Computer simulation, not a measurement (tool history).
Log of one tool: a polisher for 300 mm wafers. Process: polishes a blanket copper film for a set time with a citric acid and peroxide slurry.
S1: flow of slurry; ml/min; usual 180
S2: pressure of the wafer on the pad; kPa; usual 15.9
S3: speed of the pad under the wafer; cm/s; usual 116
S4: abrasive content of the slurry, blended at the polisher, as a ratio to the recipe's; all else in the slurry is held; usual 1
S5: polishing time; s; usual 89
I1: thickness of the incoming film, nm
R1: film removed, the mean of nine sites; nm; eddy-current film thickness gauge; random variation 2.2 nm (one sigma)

{"run": 1, "day": 0.0, "S1": 180, "S2": 15.9, "S3": 116, "S4": 1, "S5": 89, "I1": 1102.3, "R1": 179.2}
{"day": 1.375, "done": "slurry blender recalibrated"}
{"run": 2, "day": 1.529, "S1": 180, "S2": 15.9, "S3": 116, "S4": 1, "S5": 89, "I1": 1100.7, "R1": 164.9}
{"run": 3, "day": 2.075, "S1": 180, "S2": 15.9, "S3": 116, "S4": 1, "S5": 103, "I1": 1104, "R1": 180.1}
{"day": 2.388, "done": "worn pad replaced by a new one"}
{"run": 4, "day": 2.404, "S1": 180, "S2": 15.9, "S3": 116, "S4": 1, "S5": 103, "I1": 1094, "R1": 200.4}
{"run": 5, "day": 2.904, "S1": 180, "S2": 15.9, "S3": 116, "S4": 1, "S5": 103, "I1": 1110.4, "R1": 202.8}
{"run": 6, "day": 3.317, "S1": 180, "S2": 15.9, "S3": 116, "S4": 1, "S5": 89, "I1": 1113.1, "R1": 171.7}
{"run": 7, "day": 3.696, "S1": 180, "S2": 15.9, "S3": 116, "S4": 1, "S5": 89, "I1": 1087.5, "R1": 167}
{"run": 8, "day": 4.304, "S1": 180, "S2": 15.9, "S3": 146, "S4": 1, "S5": 89, "I1": 1087.7, "R1": 205.6}
{"run": 9, "day": 4.917, "S1": 180, "S2": 15.9, "S3": 146, "S4": 1, "S5": 89, "I1": 1098.2, "R1": 205.4}
{"day": 5.133, "done": "slurry nozzle cleaned"}
{"run": 10, "day": 5.275, "S1": 180, "S2": 15.9, "S3": 116, "S4": 1, "S5": 89, "I1": 1086.4, "R1": 175.4}
{"run": 11, "day": 5.642, "S1": 180, "S2": 15.9, "S3": 116, "S4": 1, "S5": 89, "I1": 1102.2, "R1": 171.7}
{"run": 12, "day": 5.954, "S1": 205, "S2": 15.9, "S3": 116, "S4": 1, "S5": 104, "I1": 1108, "R1": 199.2}
{"day": 6.233, "done": "worn pad replaced by a new one"}
{"run": 13, "day": 6.504, "S1": 180, "S2": 18.6, "S3": 100, "S4": 1.2, "S5": 68, "I1": 1093.4, "R1": 149.3}
{"run": 14, "day": 6.996, "S1": 155, "S2": 15.9, "S3": 116, "S4": 1, "S5": 89, "I1": 1112.4, "R1": 182}
{"run": 15, "day": 7.642, "S1": 125, "S2": 17.2, "S3": 116, "S4": 1, "S5": 89, "I1": 1096.1, "R1": 187.7}
{"run": 16, "day": 7.921, "S1": 180, "S2": 13.8, "S3": 116, "S4": 0.75, "S5": 119, "I1": 1118, "R1": 195.9}
{"run": 17, "day": 8.421, "S1": 205, "S2": 15.9, "S3": 116, "S4": 1, "S5": 104, "I1": 1096.4, "R1": 216.9}
{"day": 8.696, "done": "slurry blender recalibrated"}
{"day": 8.779, "done": "head pressure recalibrated"}
{"run": 18, "day": 8.8, "S1": 180, "S2": 15.9, "S3": 116, "S4": 1, "S5": 89, "I1": 1098.3, "R1": 182.5}
{"run": 19, "day": 9.404, "S1": 180, "S2": 13.1, "S3": 116, "S4": 0.75, "S5": 115, "I1": 1115.2, "R1": 169.8}
{"day": 9.579, "done": "worn pad replaced by a new one"}
{"run": 20, "day": 9.812, "S1": 145, "S2": 11, "S3": 116, "S4": 1, "S5": 114, "I1": 1078.3, "R1": 171.7}
{"run": 21, "day": 10.442, "S1": 180, "S2": 15.9, "S3": 116, "S4": 1, "S5": 89, "I1": 1110, "R1": 190.5}
{"run": 22, "day": 10.862, "S1": 180, "S2": 21.4, "S3": 146, "S4": 0.8, "S5": 101, "I1": 1102.9, "R1": 313.7}
{"run": 23, "day": 11.212, "S1": 205, "S2": 12.4, "S3": 116, "S4": 1, "S5": 89, "I1": 1093.9, "R1": 154.4}
{"run": 24, "day": 11.675, "S1": 235, "S2": 15.9, "S3": 116, "S4": 1, "S5": 89, "I1": 1100.5, "R1": 186.4}

Run 25 comes next. What will it give?
{"run": 25, "day": 11.938, "S1": 230, "S2": 13.1, "S3": 134, "S4": 1, "S5": 71, "I1": 1102.1, "R1": "?"}

R1: 148 nm
Without the tool's hidden state the same run would have given R1 156 nm.
